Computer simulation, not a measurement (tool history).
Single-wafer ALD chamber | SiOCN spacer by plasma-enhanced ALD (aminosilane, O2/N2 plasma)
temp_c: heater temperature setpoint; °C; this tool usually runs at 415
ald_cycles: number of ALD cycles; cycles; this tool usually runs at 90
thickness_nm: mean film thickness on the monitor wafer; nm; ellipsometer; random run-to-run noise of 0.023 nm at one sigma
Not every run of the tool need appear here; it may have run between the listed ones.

run	hour	temp_c	ald_cycles	read-back reference wafer on the same gauge, thickness_nm	thickness_nm
1	0	424	90	5.332	4.809
2	55.4	424	90	5.315	4.84
3	110	415	90	5.312	5.007
4	151.4	415	90	5.301	4.998
5	214.5	415	90	5.304	4.998
6	243.3	415	104	5.309	5.793
# hour 245.8: gauge calibrated
7	284.7	415	104	5.416	5.922
8	316.2	429	81	5.392	4.351
9	343.7	405	96	5.39	5.611
10	403	415	97	5.348	5.42
11	429.6	415	90	5.359	5.041
# hour 461.4: thermocouple changed; heater temperature recalibrated
12	486.8	427	74	5.334	3.971
13	543.2	415	75	5.318	4.137
14	605.2	415	90	5.303	5.023

List, for all runs, the conditions of the tool that the log does not record:
wafer temperature above the value expected at the setpoint (K): 0 on each run
H1: gauge reads high (%)
run	H1
1	-2.55
2	-2.66
3	-2.75
4	-2.81
5	-2.88
6	-2.9
7	-0.832
8	-1.15
9	-1.39
10	-1.84
11	-2
12	-2.3
13	-2.54
14	-2.74
